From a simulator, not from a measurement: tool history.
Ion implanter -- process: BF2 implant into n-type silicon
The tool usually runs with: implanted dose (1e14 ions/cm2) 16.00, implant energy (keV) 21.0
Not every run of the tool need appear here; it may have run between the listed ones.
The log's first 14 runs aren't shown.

| run | hour | implanted dose (1e14 ions/cm2) | implant energy (keV) | wafers since the last listed run | hours since the last dose calibration | hours since the extraction supply was calibrated | hours since the gauge calibration | read-back reference wafer on the same gauge, sheet resistance | sheet resistance of the implanted and annealed layer (ohm/square) |
|---|---|---|---|---|---|---|---|---|---|
| 15 | 381.1 | 16.00 | 21.0 | 474 | 990.1 | 99.9 | 546.4 | 234.82 | 197.24 |
| 16 | 405.2 | 16.00 | 21.0 | 417 | 1014.2 | 124.0 | 570.5 | 234.98 | 197.54 |
| 17 | 418.9 | 17.57 | 14.0 | 237 | 1027.9 | 137.7 | 584.2 | 234.96 | 241.21 |
| 18 | 454.3 | 17.99 | 26.5 | 613 | 1063.3 | 173.1 | 619.6 | 234.99 | 170.33 |
| 19 | 468.5 | 19.62 | 17.0 | 246 | 1077.5 | 187.3 | 633.8 | 235.13 | 215.53 |
|  | 495.4 | Faraday cup replaced and dose calibrated |
| 20 | 495.9 | 19.41 | 28.0 | 336 | 0.5 | 214.7 | 661.2 | 234.98 | 164.46 |
| 21 | 527.5 | 16.00 | 21.0 | 547 | 32.1 | 246.3 | 692.8 | 234.98 | 198.57 |
| 22 | 553.9 | 16.00 | 21.0 | 457 | 58.5 | 272.7 | 719.2 | 234.90 | 198.33 |
|  | 563.0 | gauge calibrated |
| 23 | 569.0 | 14.64 | 24.5 | 261 | 73.6 | 287.8 | 6.0 | 234.91 | 183.60 |
| 24 | 594.4 | 13.59 | 16.0 | 440 | 99.0 | 313.2 | 31.4 | 235.01 | 234.36 |
| 25 | 611.8 | 12.64 | 21.0 | 301 | 116.4 | 330.6 | 48.8 | 234.97 | 204.39 |
| 26 | 628.0 | 19.35 | 15.0 | 280 | 132.6 | 346.8 | 65.0 | 234.93 | 230.89 |
| 27 | 652.9 | 18.14 | 27.5 | 431 | 157.5 | 371.7 | 89.9 | 234.97 | 167.47 |
| 28 | 665.5 | 17.72 | 18.0 | 218 | 170.1 | 384.3 | 102.5 | 234.96 | 212.33 |
| 29 | 686.2 | 17.57 | 14.0 | 358 | 190.8 | 405.0 | 123.2 | 234.85 | 242.36 |
| 30 | 721.7 | 17.49 | 14.5 | 615 | 226.3 | 440.5 | 158.7 | 235.06 | 238.31 |
| 31 | 734.7 | 13.38 | 21.0 | 225 | 239.3 | 453.5 | 171.7 | 234.95 | 202.67 |
| 32 | 763.4 | 19.34 | 25.0 | 497 | 268.0 | 482.2 | 200.4 | 234.83 | 175.05 |
| 33 | 789.2 | 14.69 | 15.0 | 446 | 293.8 | 508.0 | 226.2 | 234.91 | 239.78 |
| 34 | 823.3 | 18.95 | 19.0 | 590 | 327.9 | 542.1 | 260.3 | 235.04 | 204.15 |
| 35 | 837.9 | 16.00 | 24.0 | 252 | 342.5 | 556.7 | 274.9 | 235.14 | 183.70 |
| 36 | 861.6 | 19.54 | 21.0 | 410 | 366.2 | 580.4 | 298.6 | 235.13 | 193.07 |
| 37 | 885.4 | 17.73 | 18.5 | 412 | 390.0 | 604.2 | 322.4 | 234.92 | 209.18 |

What if the next run were any one of these 4? Each begins from the tool's condition after run 37:
| A | 885.8 | 16.00 | 21.0 | 6 | 390.4 | 604.6 | 322.8 | ? | ? |
| B | 885.8 | 16.00 | 17.5 | 6 | 390.4 | 604.6 | 322.8 | ? | ? |
| C | 885.8 | 20.16 | 15.5 | 6 | 390.4 | 604.6 | 322.8 | ? | ? |
| D | 885.8 | 12.01 | 21.0 | 6 | 390.4 | 604.6 | 322.8 | ? | ? |

| run | read-back reference wafer on the same gauge, sheet resistance | sheet resistance of the implanted and annealed layer (ohm/square) |
|---|---|---|
| A | 234.99 | 198.46 |
| B | 234.99 | 219.12 |
| C | 234.99 | 226.56 |
| D | 234.99 | 206.55 |
Stripped of hidden state, with their random variation kept, the same runs would have yielded:
| run | sheet resistance of the implanted and annealed layer (ohm/square) |
|---|---|
| A | 198.95 |
| B | 219.67 |
| C | 227.10 |
| D | 207.15 |
